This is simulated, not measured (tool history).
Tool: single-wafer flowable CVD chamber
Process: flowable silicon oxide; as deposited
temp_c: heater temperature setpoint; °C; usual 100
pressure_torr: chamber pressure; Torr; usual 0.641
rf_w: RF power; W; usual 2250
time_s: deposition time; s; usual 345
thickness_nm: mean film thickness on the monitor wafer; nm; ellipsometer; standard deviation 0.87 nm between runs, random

run   hour  temp_c  pressure_torr  rf_w  time_s  read-back reference wafer on the same gauge, thickness_nm  thickness_nm
  1      0     100          0.641  2250     345                                                    160.076       150.648
  2   46.4     100          0.641  2250     345                                                    159.938        150.22
  3  129.8     100          0.641  2250     345                                                    159.822       148.623
  4  205.7     100          0.641  2250     345                                                    159.758       149.143
  5  247.5     100          0.641  2250     345                                                     160.21       148.107
  6  298.2     100          0.641  2250     345                                                    159.659       146.167
  7  354.1     100          0.641  2250     345                                                    159.976       144.707
  8  391.5     100          0.641  2250     345                                                    159.761       143.798
  9  498.6     100          0.641  2250     345                                                    160.096       142.712
       555  -- capacitance manometer re-zeroed and calibrated
     558.2  -- showerhead replaced
 10  558.7     100          0.508  2670     373                                                      160.1       123.566
     572.6  -- thermocouple changed; heater temperature recalibrated
 11  655.5     100          0.641  2250     345                                                    160.108       167.926
 12  692.7     100          0.641  2250     345                                                    159.683       167.998

Predict the results of run 13:
     703.5  -- RF generator calibrated
     708.3  -- gauge calibrated
 13   760     100          0.508  2670     373                                                          ?             ?

read-back reference wafer on the same gauge, thickness_nm: 160.216
thickness_nm: 146.359 nm
Minus the tool's unlogged condition, the same run would have read thickness_nm 144.085 nm.
